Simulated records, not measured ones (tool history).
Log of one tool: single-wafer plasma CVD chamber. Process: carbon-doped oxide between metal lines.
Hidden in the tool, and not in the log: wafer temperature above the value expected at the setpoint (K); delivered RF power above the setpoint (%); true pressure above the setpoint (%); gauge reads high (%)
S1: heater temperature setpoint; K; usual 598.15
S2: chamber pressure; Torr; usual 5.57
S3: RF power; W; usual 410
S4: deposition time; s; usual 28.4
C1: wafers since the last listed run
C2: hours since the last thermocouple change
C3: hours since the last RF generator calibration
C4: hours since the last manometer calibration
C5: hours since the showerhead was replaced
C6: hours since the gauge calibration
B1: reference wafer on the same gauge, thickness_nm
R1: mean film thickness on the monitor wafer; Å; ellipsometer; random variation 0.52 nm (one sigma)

| run | hour | S1 | S2 | S3 | S4 | C1 | C2 | C3 | C4 | C5 | C6 | B1 | R1 |
|---|---|---|---|---|---|---|---|---|---|---|---|---|---|
| 1 | 0.0 | 598.15 | 5.57 | 410 | 25.5 | 0 | 2589.2 | 1819.7 | 1587.1 | 4267.1 | 253.0 | 161.975 | 1187.69 |
|  | 19.0 | RF generator calibrated |
| 2 | 19.5 | 598.15 | 5.57 | 410 | 25.5 | 375 | 2608.7 | 0.5 | 1606.6 | 4286.6 | 272.5 | 162.153 | 1256.24 |
| 3 | 23.4 | 598.15 | 5.57 | 410 | 28.4 | 127 | 2612.6 | 4.4 | 1610.5 | 4290.5 | 276.4 | 161.985 | 1397.38 |
| 4 | 32.1 | 598.15 | 5.57 | 410 | 28.4 | 284 | 2621.3 | 13.1 | 1619.2 | 4299.2 | 285.1 | 161.893 | 1396.00 |
| 5 | 41.9 | 592.15 | 6.64 | 350 | 28.4 | 320 | 2631.1 | 22.9 | 1629.0 | 4309.0 | 294.9 | 161.753 | 1331.76 |
| 6 | 56.8 | 610.15 | 5.57 | 410 | 28.4 | 486 | 2646.0 | 37.8 | 1643.9 | 4323.9 | 309.8 | 161.886 | 1325.70 |
| 7 | 74.0 | 598.15 | 5.57 | 410 | 30.4 | 561 | 2663.2 | 55.0 | 1661.1 | 4341.1 | 327.0 | 162.067 | 1483.30 |
| 8 | 88.4 | 598.15 | 5.57 | 410 | 28.4 | 470 | 2677.6 | 69.4 | 1675.5 | 4355.5 | 341.4 | 161.926 | 1386.59 |
| 9 | 103.6 | 598.15 | 5.57 | 410 | 28.4 | 496 | 2692.8 | 84.6 | 1690.7 | 4370.7 | 356.6 | 162.081 | 1387.70 |
| 10 | 116.1 | 598.15 | 4.87 | 410 | 28.4 | 408 | 2705.3 | 97.1 | 1703.2 | 4383.2 | 369.1 | 162.188 | 1371.77 |
| 11 | 133.2 | 607.15 | 4.69 | 410 | 28.4 | 558 | 2722.4 | 114.2 | 1720.3 | 4400.3 | 386.2 | 162.146 | 1311.76 |
| 12 | 145.7 | 598.15 | 5.57 | 410 | 25.5 | 408 | 2734.9 | 126.7 | 1732.8 | 4412.8 | 398.7 | 162.119 | 1238.70 |
| 13 | 153.6 | 598.15 | 5.57 | 410 | 28.4 | 258 | 2742.8 | 134.6 | 1740.7 | 4420.7 | 406.6 | 162.116 | 1379.30 |
|  | 165.9 | capacitance manometer re-zeroed and calibrated |
| 14 | 166.4 | 602.15 | 6.08 | 435 | 28.4 | 156 | 2755.6 | 147.4 | 0.5 | 4433.5 | 419.4 | 162.091 | 1425.76 |
| 15 | 173.2 | 584.15 | 4.36 | 445 | 31.2 | 222 | 2762.4 | 154.2 | 7.3 | 4440.3 | 426.2 | 161.785 | 1644.59 |
|  | 179.3 | gauge calibrated |
| 16 | 187.9 | 592.15 | 5.57 | 410 | 28.4 | 480 | 2777.1 | 168.9 | 22.0 | 4455.0 | 8.6 | 161.934 | 1424.07 |
|  | 201.5 | thermocouple changed; heater temperature recalibrated |
| 17 | 202.0 | 598.15 | 6.19 | 410 | 28.4 | 199 | 0.5 | 183.0 | 36.1 | 4469.1 | 22.7 | 161.888 | 1395.34 |
| 18 | 217.4 | 609.15 | 5.57 | 410 | 25.6 | 503 | 15.9 | 198.4 | 51.5 | 4484.5 | 38.1 | 162.306 | 1201.34 |
| 19 | 226.8 | 598.15 | 5.57 | 410 | 31.4 | 307 | 25.3 | 207.8 | 60.9 | 4493.9 | 47.5 | 161.890 | 1544.07 |
|  | 243.3 | showerhead replaced |
| 20 | 259.5 | 610.15 | 5.57 | 410 | 26.4 | 807 | 58.0 | 240.5 | 93.6 | 16.2 | 80.2 | 162.116 | 1236.10 |
| 21 | 287.8 | 605.15 | 4.40 | 410 | 28.4 | 924 | 86.3 | 268.8 | 121.9 | 44.5 | 108.5 | 161.862 | 1307.82 |
| 22 | 293.9 | 598.15 | 4.44 | 370 | 28.4 | 199 | 92.4 | 274.9 | 128.0 | 50.6 | 114.6 | 161.768 | 1266.87 |
| 23 | 304.7 | 598.15 | 5.57 | 410 | 28.4 | 352 | 103.2 | 285.7 | 138.8 | 61.4 | 125.4 | 162.166 | 1384.28 |
| 24 | 337.5 | 592.15 | 6.45 | 485 | 24.2 | 1071 | 136.0 | 318.5 | 171.6 | 94.2 | 158.2 | 161.871 | 1366.80 |
| 25 | 351.6 | 607.15 | 4.69 | 410 | 28.4 | 460 | 150.1 | 332.6 | 185.7 | 108.3 | 172.3 | 161.792 | 1293.79 |
| 26 | 358.4 | 591.15 | 4.94 | 365 | 34.0 | 222 | 156.9 | 339.4 | 192.5 | 115.1 | 179.1 | 162.017 | 1561.40 |
| 27 | 376.0 | 598.15 | 5.57 | 410 | 28.4 | 575 | 174.5 | 357.0 | 210.1 | 132.7 | 196.7 | 162.250 | 1387.37 |

5 ways to go on from here, each from the tool as it stands after run 27. What would each give?
| A | 376.4 | 598.15 | 5.57 | 410 | 26.3 | 13 | 174.9 | 357.4 | 210.5 | 133.1 | 197.1 | ? | ? |
| B | 376.4 | 604.15 | 4.72 | 410 | 29.9 | 13 | 174.9 | 357.4 | 210.5 | 133.1 | 197.1 | ? | ? |
| C | 376.4 | 598.15 | 4.67 | 410 | 24.8 | 13 | 174.9 | 357.4 | 210.5 | 133.1 | 197.1 | ? | ? |
| D | 376.4 | 583.15 | 5.57 | 370 | 28.4 | 13 | 174.9 | 357.4 | 210.5 | 133.1 | 197.1 | ? | ? |
| E | 376.4 | 594.15 | 6.11 | 375 | 31.1 | 13 | 174.9 | 357.4 | 210.5 | 133.1 | 197.1 | ? | ? |

| run | B1 | R1 |
|---|---|---|
| A | 162.006 | 1279.01 |
| B | 162.006 | 1383.42 |
| C | 162.006 | 1177.31 |
| D | 162.006 | 1389.10 |
| E | 162.006 | 1468.38 |
Without the tool's hidden state the same runs would have given:
| run | R1 |
|---|---|
| A | 1294.83 |
| B | 1400.53 |
| C | 1191.87 |
| D | 1406.97 |
| E | 1487.26 |

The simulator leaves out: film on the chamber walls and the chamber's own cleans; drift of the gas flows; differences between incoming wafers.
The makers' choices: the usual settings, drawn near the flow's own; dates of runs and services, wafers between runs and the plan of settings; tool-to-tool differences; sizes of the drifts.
